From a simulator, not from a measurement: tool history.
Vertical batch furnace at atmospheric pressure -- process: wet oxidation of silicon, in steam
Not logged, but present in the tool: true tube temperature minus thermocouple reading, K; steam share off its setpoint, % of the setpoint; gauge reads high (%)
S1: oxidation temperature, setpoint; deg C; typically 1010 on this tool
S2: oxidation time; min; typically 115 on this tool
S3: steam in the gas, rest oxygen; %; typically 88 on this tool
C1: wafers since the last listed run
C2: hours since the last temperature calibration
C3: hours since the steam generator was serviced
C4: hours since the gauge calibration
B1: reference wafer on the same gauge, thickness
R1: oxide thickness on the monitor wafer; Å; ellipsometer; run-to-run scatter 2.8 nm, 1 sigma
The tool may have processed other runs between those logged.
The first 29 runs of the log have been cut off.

run     day    S1   S2  S3   C1      C2      C3     C4      B1      R1
 30  81.062   993   68  81  348  1249.1    1047  231.9  691.15  4600.8
 31   83.05  1000  115  88  557  1296.8  1094.7  279.6   692.5  6942.5
 32  85.204  1030  134  88  604  1348.5  1146.4  331.3   691.1  8674.5
 33  87.712  1022  115  83  704  1408.7  1206.6  391.5  692.38  7453.6
 34  89.429  1010  115  88  481  1449.9  1247.8  432.7   692.2  7287.6
 35  91.183  1010  115  88  492    1492  1289.9  474.8  691.82  7276.2
 36  93.412  1010   94  88  625  1545.5  1343.4  528.3   691.3  6500.6
 37  96.892  1010  115  79  976    1629  1426.9  611.8  691.53  6883.4

Here are 5 independent what-if runs from the current tool condition. What would each one return?
  A  97.142  1010  115  88  70  1635  1432.9  617.8   ?   ?
  B  97.142   999   75  93  70  1635  1432.9  617.8   ?   ?
  C  97.142  1010   62  96  70  1635  1432.9  617.8   ?   ?
  D  97.142   991   82  92  70  1635  1432.9  617.8   ?   ?
  E  97.142  1010   81  78  70  1635  1432.9  617.8   ?   ?

run      B1      R1
  A  692.54  7264.3
  B  692.54  5519.7
  C  692.54  5315.1
  D  692.54  5543.4
  E  692.54  5508.5
The same runs, with their run-to-run variation unchanged, on a tool lacking any hidden condition would have given:
run      R1
  A  7264.3
  B  5519.7
  C  5315.1
  D  5543.4
  E  5508.5
